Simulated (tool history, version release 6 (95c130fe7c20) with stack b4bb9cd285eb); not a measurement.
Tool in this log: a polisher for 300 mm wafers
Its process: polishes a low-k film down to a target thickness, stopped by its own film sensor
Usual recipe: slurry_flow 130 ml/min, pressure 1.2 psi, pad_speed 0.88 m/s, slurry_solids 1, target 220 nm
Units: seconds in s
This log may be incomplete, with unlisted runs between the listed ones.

| run | hour | slurry_flow | pressure | pad_speed | slurry_solids | target | incoming thickness of the incoming film, nm | seconds |
|---|---|---|---|---|---|---|---|---|
| 1 | 0 | 130 | 1.2 | 0.98 | 1 | 220 | 249.4 | 110.9 |
|  | 69.6 | conditioning disc replaced and pad reconditioned |
| 2 | 71.3 | 130 | 1.2 | 0.98 | 1 | 220 | 252.6 | 116.1 |
|  | 110.2 | slurry blender recalibrated |
| 3 | 174.7 | 155 | 1 | 0.88 | 1 | 220 | 247.9 | 132.4 |
|  | 184.5 | slurry nozzle cleaned |
| 4 | 213.6 | 155 | 1 | 0.88 | 1 | 220 | 253.3 | 151.6 |
| 5 | 289.7 | 130 | 1.2 | 0.88 | 1 | 220 | 253.5 | 130 |
|  | 338.3 | worn pad replaced by a new one |
|  | 404.4 | conditioning disc replaced and pad reconditioned |
| 6 | 481 | 130 | 1.2 | 0.88 | 1 | 220 | 249.5 | 118.3 |
|  | 520.9 | slurry nozzle cleaned |
|  | 548.8 | slurry blender recalibrated |
| 7 | 581.2 | 130 | 1.2 | 0.88 | 1 | 220 | 250.4 | 122 |
| 8 | 678.2 | 130 | 1.2 | 0.7 | 1 | 220 | 249.7 | 145.8 |
| 9 | 767.5 | 130 | 1.2 | 0.7 | 1 | 220 | 248.2 | 138.7 |
|  | 770.2 | head pressure recalibrated |
|  | 771.6 | conditioning disc replaced and pad reconditioned |
|  | 776.2 | worn pad replaced by a new one |
| 10 | 864.8 | 130 | 1.4 | 0.88 | 1 | 220 | 248.4 | 98.8 |
|  | 919.3 | slurry blender recalibrated |
|  | 942.9 | slurry nozzle cleaned |
| 11 | 1024.8 | 130 | 1.4 | 0.88 | 1 | 220 | 249.4 | 100 |
| 12 | 1095 | 105 | 1.4 | 0.88 | 1 | 217 | 253.6 | 130.9 |
|  | 1116.1 | worn pad replaced by a new one |
| 13 | 1169.5 | 130 | 1.2 | 0.88 | 1 | 220 | 253.3 | 133.5 |
|  | 1173.8 | conditioning disc replaced and pad reconditioned |
| 14 | 1207 | 130 | 1.2 | 0.76 | 1 | 220 | 251.1 | 138.5 |
|  | 1252.5 | slurry blender recalibrated |
| 15 | 1287.3 | 130 | 1 | 0.88 | 0.7 | 220 | 248.9 | 177.4 |
| 16 | 1330 | 155 | 0.9 | 0.88 | 1 | 220 | 249.7 | 149.6 |
|  | 1369.6 | slurry nozzle cleaned |
| 17 | 1436 | 130 | 1.2 | 0.88 | 1 | 220 | 247.9 | 110.3 |
|  | 1452.4 | worn pad replaced by a new one |
|  | 1483.1 | head pressure recalibrated |
|  | 1533.5 | conditioning disc replaced and pad reconditioned |
| 18 | 1534 | 130 | 1.2 | 0.88 | 0.9 | 220 | 254.3 | 144.1 |
| 19 | 1597.8 | 130 | 1.2 | 0.88 | 1 | 220 | 248.5 | 119 |
|  | 1644.8 | slurry blender recalibrated |
| 20 | 1645.3 | 130 | 1.2 | 0.72 | 1 | 220 | 251.3 | 145.9 |
| 21 | 1693.5 | 130 | 1.5 | 0.96 | 0.9 | 228 | 245.6 | 57.2 |
|  | 1716.4 | slurry nozzle cleaned |
| 22 | 1743.4 | 130 | 1.2 | 0.88 | 1 | 211 | 247.4 | 145.8 |
| 23 | 1801 | 130 | 1 | 0.88 | 0.7 | 220 | 248 | 169.3 |
|  | 1833.6 | worn pad replaced by a new one |
| 24 | 1865.1 | 130 | 1.2 | 0.88 | 1 | 220 | 249.9 | 122.1 |

5 options for the next run, each taken on its own from the tool as it stands now. Forecast them:
| A | 1865.6 | 130 | 1.2 | 0.88 | 1 | 220 | 255.6 | ? |
| B | 1865.6 | 145 | 1.2 | 0.88 | 1 | 227 | 255.6 | ? |
| C | 1865.6 | 130 | 1.2 | 0.88 | 1 | 225 | 255.6 | ? |
| D | 1865.6 | 130 | 1.2 | 0.88 | 0.8 | 220 | 255.6 | ? |
| E | 1865.6 | 130 | 0.9 | 0.88 | 1.25 | 214 | 255.6 | ? |

| run | seconds |
|---|---|
| A | 143.6 |
| B | 112.8 |
| C | 123.4 |
| D | 163 |
| E | 201.1 |
With no hidden state in the tool, these same runs would have given:
| run | seconds |
|---|---|
| A | 143.6 |
| B | 112.8 |
| C | 123.4 |
| D | 163 |
| E | 201.1 |
